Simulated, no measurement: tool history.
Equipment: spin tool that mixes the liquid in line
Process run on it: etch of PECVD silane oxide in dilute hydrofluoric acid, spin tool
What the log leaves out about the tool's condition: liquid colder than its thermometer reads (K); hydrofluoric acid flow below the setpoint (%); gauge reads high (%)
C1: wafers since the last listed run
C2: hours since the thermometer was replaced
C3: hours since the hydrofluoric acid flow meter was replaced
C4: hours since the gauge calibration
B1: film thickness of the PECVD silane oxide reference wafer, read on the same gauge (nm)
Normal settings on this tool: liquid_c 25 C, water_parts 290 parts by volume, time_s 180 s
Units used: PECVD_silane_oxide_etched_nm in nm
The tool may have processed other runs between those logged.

run 1 hour=0 | liquid_c=25 water_parts=290 time_s=180 | C1=0 C2=1541.6 C3=186.2 C4=379.9 | B1=50 | PECVD_silane_oxide_etched_nm=22.86
run 2 hour=16.5 | liquid_c=25 water_parts=290 time_s=180 | C1=77 C2=1558.1 C3=202.7 C4=396.4 | B1=49.99 | PECVD_silane_oxide_etched_nm=23.2
run 3 hour=30.4 | liquid_c=28 water_parts=290 time_s=180 | C1=64 C2=1572 C3=216.6 C4=410.3 | B1=49.99 | PECVD_silane_oxide_etched_nm=25.43
run 4 hour=54.7 | liquid_c=28 water_parts=290 time_s=180 | C1=113 C2=1596.3 C3=240.9 C4=434.6 | B1=50 | PECVD_silane_oxide_etched_nm=25.39
run 5 hour=69.6 | liquid_c=28 water_parts=290 time_s=180 | C1=69 C2=1611.2 C3=255.8 C4=449.5 | B1=50 | PECVD_silane_oxide_etched_nm=25.41
run 6 hour=85.4 | liquid_c=25 water_parts=290 time_s=180 | C1=73 C2=1627 C3=271.6 C4=465.3 | B1=50.03 | PECVD_silane_oxide_etched_nm=23.26
run 7 hour=110.5 | liquid_c=25 water_parts=290 time_s=180 | C1=117 C2=1652.1 C3=296.7 C4=490.4 | B1=49.98 | PECVD_silane_oxide_etched_nm=23.22
run 8 hour=145.3 | liquid_c=25 water_parts=290 time_s=180 | C1=162 C2=1686.9 C3=331.5 C4=525.2 | B1=49.98 | PECVD_silane_oxide_etched_nm=23.01
run 9 hour=170.9 | liquid_c=25 water_parts=290 time_s=180 | C1=119 C2=1712.5 C3=357.1 C4=550.8 | B1=49.99 | PECVD_silane_oxide_etched_nm=22.73
-- hour=174.6 gauge calibrated
run 10 hour=200.8 | liquid_c=25 water_parts=290 time_s=180 | C1=139 C2=1742.4 C3=387 C4=26.2 | B1=50.02 | PECVD_silane_oxide_etched_nm=22.67
run 11 hour=215.5 | liquid_c=25 water_parts=290 time_s=180 | C1=68 C2=1757.1 C3=401.7 C4=40.9 | B1=49.97 | PECVD_silane_oxide_etched_nm=22.62
run 12 hour=233 | liquid_c=25 water_parts=290 time_s=180 | C1=81 C2=1774.6 C3=419.2 C4=58.4 | B1=50.02 | PECVD_silane_oxide_etched_nm=22.46
run 13 hour=268 | liquid_c=25 water_parts=350 time_s=90 | C1=163 C2=1809.6 C3=454.2 C4=93.4 | B1=49.99 | PECVD_silane_oxide_etched_nm=8.84
run 14 hour=284.5 | liquid_c=25 water_parts=290 time_s=180 | C1=77 C2=1826.1 C3=470.7 C4=109.9 | B1=49.98 | PECVD_silane_oxide_etched_nm=22.17
run 15 hour=302.4 | liquid_c=25 water_parts=290 time_s=180 | C1=83 C2=1844 C3=488.6 C4=127.8 | B1=49.98 | PECVD_silane_oxide_etched_nm=22.56
run 16 hour=334.6 | liquid_c=25 water_parts=290 time_s=180 | C1=150 C2=1876.2 C3=520.8 C4=160 | B1=50.03 | PECVD_silane_oxide_etched_nm=22.49
run 17 hour=362 | liquid_c=25 water_parts=340 time_s=180 | C1=127 C2=1903.6 C3=548.2 C4=187.4 | B1=49.98 | PECVD_silane_oxide_etched_nm=18.01
run 18 hour=382.1 | liquid_c=25 water_parts=385 time_s=275 | C1=93 C2=1923.7 C3=568.3 C4=207.5 | B1=50.05 | PECVD_silane_oxide_etched_nm=23.21
-- hour=384.3 hydrofluoric acid flow meter replaced
-- hour=405.8 thermometer replaced
run 19 hour=408 | liquid_c=27.5 water_parts=350 time_s=180 | C1=111 C2=2.2 C3=23.7 C4=233.4 | B1=49.97 | PECVD_silane_oxide_etched_nm=19.96
run 20 hour=421.1 | liquid_c=25 water_parts=170 time_s=180 | C1=61 C2=15.3 C3=36.8 C4=246.5 | B1=50.02 | PECVD_silane_oxide_etched_nm=45.76
run 21 hour=444.5 | liquid_c=27 water_parts=290 time_s=135 | C1=109 C2=38.7 C3=60.2 C4=269.9 | B1=50.01 | PECVD_silane_oxide_etched_nm=18.84
run 22 hour=469.8 | liquid_c=25 water_parts=415 time_s=255 | C1=118 C2=64 C3=85.5 C4=295.2 | B1=50 | PECVD_silane_oxide_etched_nm=20.31
run 23 hour=504.4 | liquid_c=27.5 water_parts=290 time_s=180 | C1=161 C2=98.6 C3=120.1 C4=329.8 | B1=50 | PECVD_silane_oxide_etched_nm=25.26
run 24 hour=520.6 | liquid_c=25 water_parts=290 time_s=180 | C1=75 C2=114.8 C3=136.3 C4=346 | B1=49.96 | PECVD_silane_oxide_etched_nm=23.22
run 25 hour=543.1 | liquid_c=27 water_parts=155 time_s=240 | C1=105 C2=137.3 C3=158.8 C4=368.5 | B1=50.01 | PECVD_silane_oxide_etched_nm=71.46

How would selected steps in PECVD_silane_oxide_etched_nm from run to run divide? Give the signed amount a tool lacking its hidden state would still show from settings, what came in and random variation, and the signed amount left for the hidden state, including any gauge scatter that is not in both of the compared results.
Run 18 -> 19: liquid_c 25 -> 27.5, water_parts 385 -> 350, time_s 275 -> 180, hydrofluoric acid flow meter replaced, thermometer replaced. PECVD_silane_oxide_etched_nm -3.25 nm: hidden state +1.22, all else -4.47.
Run 20 -> 21: liquid_c 25 -> 27, water_parts 170 -> 290, time_s 180 -> 135. PECVD_silane_oxide_etched_nm -26.92 nm: hidden state +0.18, all else -27.1.
Run 24 -> 25: liquid_c 25 -> 27, water_parts 290 -> 155, time_s 180 -> 240. PECVD_silane_oxide_etched_nm +48.24 nm: hidden state -0.88, all else +49.12.

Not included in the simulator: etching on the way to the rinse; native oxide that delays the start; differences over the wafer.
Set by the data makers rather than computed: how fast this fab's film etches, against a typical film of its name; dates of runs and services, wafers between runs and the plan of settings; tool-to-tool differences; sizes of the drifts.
